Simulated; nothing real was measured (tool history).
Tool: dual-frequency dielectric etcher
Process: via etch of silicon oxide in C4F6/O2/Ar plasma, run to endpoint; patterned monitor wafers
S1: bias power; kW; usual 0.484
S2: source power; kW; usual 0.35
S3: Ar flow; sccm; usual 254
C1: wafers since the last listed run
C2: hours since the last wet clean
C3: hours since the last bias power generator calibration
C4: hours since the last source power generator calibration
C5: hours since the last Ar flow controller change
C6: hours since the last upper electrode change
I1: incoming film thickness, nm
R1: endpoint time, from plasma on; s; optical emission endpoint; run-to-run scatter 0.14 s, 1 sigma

Run 1, hour 0: usual settings but S2 0.33 kW; C1 0; C2 415.2; C3 2050.5; C4 5.9; C5 2907.6; C6 2946.5; I1 135.9. Result: R1 35 s.
At hour 14.6: Ar flow controller replaced.
Run 2, hour 15.1: usual settings but S2 0.33 kW; C1 93; C2 430.3; C3 2065.6; C4 21; C5 0.5; C6 2961.6; I1 135.6. Result: R1 35.1 s.
Run 3, hour 23.1: usual settings; C1 82; C2 438.3; C3 2073.6; C4 29; C5 8.5; C6 2969.6; I1 135.9. Result: R1 34.3 s.
Run 4, hour 31: usual settings; C1 81; C2 446.2; C3 2081.5; C4 36.9; C5 16.4; C6 2977.5; I1 134.6. Result: R1 33.9 s.
Run 5, hour 45.5: usual settings but S1 0.437 kW, S3 271 sccm; C1 149; C2 460.7; C3 2096; C4 51.4; C5 30.9; C6 2992; I1 136.4. Result: R1 36.9 s.
Run 6, hour 60.2: usual settings but S1 0.432 kW; C1 151; C2 475.4; C3 2110.7; C4 66.1; C5 45.6; C6 3006.7; I1 134.6. Result: R1 36.3 s.
Run 7, hour 67.1: usual settings but S2 0.27 kW, S3 193 sccm; C1 71; C2 482.3; C3 2117.6; C4 73; C5 52.5; C6 3013.6; I1 133.8. Result: R1 37.6 s.
Run 8, hour 81.7: usual settings but S3 276 sccm; C1 150; C2 496.9; C3 2132.2; C4 87.6; C5 67.1; C6 3028.2; I1 134.3. Result: R1 34.4 s.
At hour 95: bias power generator calibrated.
At hour 105.7: wet clean of the chamber.
Run 9, hour 106.2: usual settings but S1 0.403 kW, S2 0.28 kW, S3 225 sccm; C1 100; C2 0.5; C3 11.2; C4 112.1; C5 91.6; C6 3052.7; I1 133.9. Result: R1 40 s.
Run 10, hour 107.2: usual settings but S1 0.56 kW, S2 0.42 kW, S3 192 sccm; C1 10; C2 1.5; C3 12.2; C4 113.1; C5 92.6; C6 3053.7; I1 136.8. Result: R1 27.3 s.
At hour 155.9: upper electrode replaced.
Run 11, hour 156.4: usual settings but S1 0.599 kW, S3 233 sccm; C1 259; C2 50.7; C3 61.4; C4 162.3; C5 141.8; C6 0.5; I1 135.1. Result: R1 28.7 s.
Run 12, hour 159: usual settings but S1 0.448 kW, S3 317 sccm; C1 26; C2 53.3; C3 64; C4 164.9; C5 144.4; C6 3.1; I1 136.7. Result: R1 35.2 s.
Run 13, hour 175.1: usual settings but S1 0.407 kW; C1 166; C2 69.4; C3 80.1; C4 181; C5 160.5; C6 19.2; I1 135.5. Result: R1 36.4 s.
Run 14, hour 186.3: usual settings but S2 0.28 kW, S3 201 sccm; C1 115; C2 80.6; C3 91.3; C4 192.2; C5 171.7; C6 30.4; I1 134.6. Result: R1 35.6 s.
Run 15, hour 202.7: usual settings; C1 169; C2 97; C3 107.7; C4 208.6; C5 188.1; C6 46.8; I1 135.3. Result: R1 32.8 s.
Run 16, hour 219.2: usual settings but S1 0.42 kW, S3 279 sccm; C1 170; C2 113.5; C3 124.2; C4 225.1; C5 204.6; C6 63.3; I1 134.4. Result: R1 36.1 s.
Run 17, hour 236.5: usual settings; C1 178; C2 130.8; C3 141.5; C4 242.4; C5 221.9; C6 80.6; I1 135.5. Result: R1 33 s.
Run 18, hour 253.5: usual settings but S2 0.32 kW, S3 305 sccm; C1 175; C2 147.8; C3 158.5; C4 259.4; C5 238.9; C6 97.6; I1 136.7. Result: R1 35.3 s.
Run 19, hour 270.9: usual settings but S1 0.381 kW, S2 0.39 kW, S3 297 sccm; C1 179; C2 165.2; C3 175.9; C4 276.8; C5 256.3; C6 115; I1 135. Result: R1 37.1 s.
Run 20, hour 286.5: usual settings but S1 0.582 kW; C1 160; C2 180.8; C3 191.5; C4 292.4; C5 271.9; C6 130.6; I1 133.5. Result: R1 29.4 s.
Run 21, hour 301.3: usual settings but S1 0.418 kW, S2 0.41 kW, S3 306 sccm; C1 152; C2 195.6; C3 206.3; C4 307.2; C5 286.7; C6 145.4; I1 134.9. Result: R1 34 s.
Run 22, hour 314.3: usual settings but S1 0.442 kW, S2 0.38 kW; C1 134; C2 208.6; C3 219.3; C4 320.2; C5 299.7; C6 158.4; I1 135.7. Result: R1 33.6 s.
Run 23, hour 325.8: usual settings but S2 0.32 kW, S3 282 sccm; C1 118; C2 220.1; C3 230.8; C4 331.7; C5 311.2; C6 169.9; I1 135.8. Result: R1 35.2 s.
Run 24, hour 340.7: usual settings but S1 0.437 kW, S3 271 sccm; C1 153; C2 235; C3 245.7; C4 346.6; C5 326.1; C6 184.8; I1 136. Result: R1 36.1 s.
Run 25, hour 357.9: usual settings but S1 0.535 kW, S2 0.39 kW, S3 312 sccm; C1 177; C2 252.2; C3 262.9; C4 363.8; C5 343.3; C6 202; I1 134.4. Result: R1 30.3 s.
Run 26, hour 374.4: usual settings but S1 0.542 kW, S2 0.43 kW; C1 170; C2 268.7; C3 279.4; C4 380.3; C5 359.8; C6 218.5; I1 134.9. Result: R1 28.3 s.
Run 27, hour 385.5: usual settings; C1 114; C2 279.8; C3 290.5; C4 391.4; C5 370.9; C6 229.6; I1 135.2. Result: R1 33.4 s.
Run 28, hour 393.1: usual settings but S1 0.424 kW, S3 211 sccm; C1 78; C2 287.4; C3 298.1; C4 399; C5 378.5; C6 237.2; I1 136.6. Result: R1 35.8 s.
Run 29, hour 399.5: usual settings; C1 65; C2 293.8; C3 304.5; C4 405.4; C5 384.9; C6 243.6; I1 133.4. Result: R1 32.7 s.

A few steps of R1 between consecutive runs. Split each: what settings, incoming material and random variation would produce without the hidden state, and what is left over for the hidden state, along with gauge scatter present in only one of the two compared results (measured, and without hidden state):
Hidden state present: etch rate over this chamber's usual, %; bias power that arrives over what is set, %; source power that arrives over what is set, %; Ar flow that arrives over what is set, %.
Run 4 -> 5: S1 0.484 -> 0.437, S3 254 -> 271. R1 +3 s: hidden state +0.2, all else +2.8.
Run 8 -> 9: S1 0.484 -> 0.403, S2 0.35 -> 0.28, S3 276 -> 225, bias power generator calibrated, wet clean of the chamber. R1 +5.6 s: hidden state -1.8, all else +7.4.
Run 9 -> 10: S1 0.403 -> 0.56, S2 0.28 -> 0.42, S3 225 -> 192. R1 -12.7 s: hidden state +0, all else -12.7.
Run 19 -> 20: S1 0.381 -> 0.582, S2 0.39 -> 0.35, S3 297 -> 254. R1 -7.7 s: hidden state -0.1, all else -7.6.

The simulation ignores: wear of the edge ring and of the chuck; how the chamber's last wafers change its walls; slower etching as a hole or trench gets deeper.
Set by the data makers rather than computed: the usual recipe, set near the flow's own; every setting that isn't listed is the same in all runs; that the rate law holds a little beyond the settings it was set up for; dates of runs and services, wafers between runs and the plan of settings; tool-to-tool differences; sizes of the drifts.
